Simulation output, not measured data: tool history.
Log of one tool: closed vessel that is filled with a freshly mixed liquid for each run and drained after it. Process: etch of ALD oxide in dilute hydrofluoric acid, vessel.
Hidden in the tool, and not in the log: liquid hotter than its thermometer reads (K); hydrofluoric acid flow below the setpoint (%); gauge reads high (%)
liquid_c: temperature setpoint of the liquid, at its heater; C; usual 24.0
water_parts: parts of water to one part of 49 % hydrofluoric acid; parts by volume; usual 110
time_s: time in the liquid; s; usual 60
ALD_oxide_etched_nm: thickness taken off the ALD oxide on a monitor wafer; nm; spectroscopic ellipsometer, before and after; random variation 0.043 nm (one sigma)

run,hour,liquid_c,water_parts,time_s,wafers since the last listed run,hours since the thermometer was replaced,hours since the hydrofluoric acid flow meter was replaced,hours since the gauge calibration,"read-back film thickness of the ALD oxide reference wafer, read on the same gauge (nm)",ALD_oxide_etched_nm
1,0.0,24.0,110,40,0,946.0,274.0,109.0,49.98,8.57
2,17.5,24.0,110,40,2254,963.5,291.5,126.5,50.01,8.62
3,49.1,24.0,110,40,4071,995.1,323.1,158.1,49.99,8.62
4,146.3,24.0,145,35,12524,1092.3,420.3,255.3,49.96,5.50
5,167.8,24.0,145,35,2770,1113.8,441.8,276.8,49.99,5.50
6,186.1,24.0,110,35,2357,1132.1,460.1,295.1,50.01,7.58
7,208.0,24.0,130,60,2821,1154.0,482.0,317.0,49.99,10.73
8,227.3,24.0,110,60,2486,1173.3,501.3,336.3,50.00,13.00
# hour 253.2: gauge calibrated
9,261.6,24.0,110,60,4419,1207.6,535.6,8.4,50.00,13.05
# hour 281.9: hydrofluoric acid flow meter replaced
10,292.8,24.0,110,60,3891,1238.8,10.9,39.6,50.00,13.08

Run 11 comes next. What will it give?
11,315.7,25.5,150,90,2950,1261.7,33.8,62.5,?,?

{"run 11": {"read-back film thickness of the ALD oxide reference wafer, read on the same gauge (nm)": 49.99, "ALD_oxide_etched_nm": 14.45}}
Without the tool's hidden state the same run would have given ALD_oxide_etched_nm 13.74 nm.
